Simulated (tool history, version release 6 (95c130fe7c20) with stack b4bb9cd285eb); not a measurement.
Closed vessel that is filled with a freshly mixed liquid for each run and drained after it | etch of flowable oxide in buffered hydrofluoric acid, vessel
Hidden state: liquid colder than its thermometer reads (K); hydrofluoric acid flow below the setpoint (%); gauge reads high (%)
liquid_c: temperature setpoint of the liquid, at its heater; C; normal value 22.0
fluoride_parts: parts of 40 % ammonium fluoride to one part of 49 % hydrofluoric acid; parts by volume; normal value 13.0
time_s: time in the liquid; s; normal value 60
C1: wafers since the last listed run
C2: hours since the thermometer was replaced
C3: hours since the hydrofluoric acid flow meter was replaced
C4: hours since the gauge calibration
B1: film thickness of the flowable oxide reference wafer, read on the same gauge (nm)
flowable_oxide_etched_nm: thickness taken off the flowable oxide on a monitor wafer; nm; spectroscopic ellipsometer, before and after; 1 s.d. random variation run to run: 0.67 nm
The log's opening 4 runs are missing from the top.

run 5 hour=86.2 | liquid_c=24.5 fluoride_parts=13.0 time_s=60 | C1=1752 C2=2535.7 C3=2471.6 C4=362.4 | B1=70.01 | flowable_oxide_etched_nm=139.70
run 6 hour=102.2 | liquid_c=24.5 fluoride_parts=13.0 time_s=60 | C1=1961 C2=2551.7 C3=2487.6 C4=378.4 | B1=70.02 | flowable_oxide_etched_nm=138.58
run 7 hour=131.2 | liquid_c=22.0 fluoride_parts=13.0 time_s=60 | C1=3554 C2=2580.7 C3=2516.6 C4=407.4 | B1=69.99 | flowable_oxide_etched_nm=121.20
run 8 hour=148.8 | liquid_c=22.0 fluoride_parts=13.0 time_s=60 | C1=2157 C2=2598.3 C3=2534.2 C4=425.0 | B1=70.00 | flowable_oxide_etched_nm=121.26
run 9 hour=180.2 | liquid_c=22.0 fluoride_parts=13.0 time_s=60 | C1=3848 C2=2629.7 C3=2565.6 C4=456.4 | B1=69.99 | flowable_oxide_etched_nm=121.20
run 10 hour=213.2 | liquid_c=22.0 fluoride_parts=13.0 time_s=60 | C1=4044 C2=2662.7 C3=2598.6 C4=489.4 | B1=69.97 | flowable_oxide_etched_nm=120.83
-- hour=225.2 gauge calibrated
run 11 hour=243.8 | liquid_c=22.0 fluoride_parts=13.0 time_s=60 | C1=3750 C2=2693.3 C3=2629.2 C4=18.6 | B1=70.03 | flowable_oxide_etched_nm=120.81
run 12 hour=277.5 | liquid_c=22.0 fluoride_parts=13.0 time_s=60 | C1=4130 C2=2727.0 C3=2662.9 C4=52.3 | B1=69.97 | flowable_oxide_etched_nm=119.52
run 13 hour=299.0 | liquid_c=22.0 fluoride_parts=13.0 time_s=60 | C1=2635 C2=2748.5 C3=2684.4 C4=73.8 | B1=70.03 | flowable_oxide_etched_nm=120.02
run 14 hour=328.5 | liquid_c=22.0 fluoride_parts=13.0 time_s=60 | C1=3615 C2=2778.0 C3=2713.9 C4=103.3 | B1=70.02 | flowable_oxide_etched_nm=119.29
run 15 hour=361.2 | liquid_c=22.0 fluoride_parts=13.0 time_s=60 | C1=4007 C2=2810.7 C3=2746.6 C4=136.0 | B1=70.02 | flowable_oxide_etched_nm=119.56
-- hour=365.8 thermometer replaced
run 16 hour=379.7 | liquid_c=22.0 fluoride_parts=13.0 time_s=60 | C1=2144 C2=13.9 C3=2765.1 C4=154.5 | B1=69.98 | flowable_oxide_etched_nm=135.38
-- hour=406.8 hydrofluoric acid flow meter replaced
run 17 hour=412.2 | liquid_c=24.0 fluoride_parts=13.0 time_s=60 | C1=3860 C2=46.4 C3=5.4 C4=187.0 | B1=70.01 | flowable_oxide_etched_nm=159.08
run 18 hour=432.5 | liquid_c=22.0 fluoride_parts=13.0 time_s=60 | C1=2488 C2=66.7 C3=25.7 C4=207.3 | B1=70.00 | flowable_oxide_etched_nm=143.39
run 19 hour=464.5 | liquid_c=22.0 fluoride_parts=13.0 time_s=90 | C1=3922 C2=98.7 C3=57.7 C4=239.3 | B1=70.04 | flowable_oxide_etched_nm=213.89
run 20 hour=487.2 | liquid_c=26.5 fluoride_parts=11.5 time_s=60 | C1=2782 C2=121.4 C3=80.4 C4=262.0 | B1=69.97 | flowable_oxide_etched_nm=204.53
run 21 hour=512.3 | liquid_c=20.5 fluoride_parts=13.0 time_s=50 | C1=3076 C2=146.5 C3=105.5 C4=287.1 | B1=70.03 | flowable_oxide_etched_nm=108.73
run 22 hour=542.1 | liquid_c=26.5 fluoride_parts=17.0 time_s=90 | C1=3652 C2=176.3 C3=135.3 C4=316.9 | B1=70.00 | flowable_oxide_etched_nm=209.42
run 23 hour=562.5 | liquid_c=20.0 fluoride_parts=13.0 time_s=60 | C1=2500 C2=196.7 C3=155.7 C4=337.3 | B1=70.00 | flowable_oxide_etched_nm=126.23
run 24 hour=598.5 | liquid_c=25.5 fluoride_parts=17.5 time_s=60 | C1=4412 C2=232.7 C3=191.7 C4=373.3 | B1=70.02 | flowable_oxide_etched_nm=128.12
run 25 hour=689.9 | liquid_c=22.0 fluoride_parts=13.0 time_s=60 | C1=11202 C2=324.1 C3=283.1 C4=464.7 | B1=69.98 | flowable_oxide_etched_nm=140.27
run 26 hour=702.0 | liquid_c=19.5 fluoride_parts=13.0 time_s=50 | C1=1483 C2=336.2 C3=295.2 C4=476.8 | B1=69.98 | flowable_oxide_etched_nm=101.84

Forecast run 27:
run 27 hour=727.4 | liquid_c=27.0 fluoride_parts=13.0 time_s=60 | C1=3113 C2=361.6 C3=320.6 C4=502.2 | B1=? | flowable_oxide_etched_nm=?

B1: 69.99
flowable_oxide_etched_nm: 182.40 nm
Had the tool carried no hidden state, the very same run would have given flowable_oxide_etched_nm 191.92 nm.

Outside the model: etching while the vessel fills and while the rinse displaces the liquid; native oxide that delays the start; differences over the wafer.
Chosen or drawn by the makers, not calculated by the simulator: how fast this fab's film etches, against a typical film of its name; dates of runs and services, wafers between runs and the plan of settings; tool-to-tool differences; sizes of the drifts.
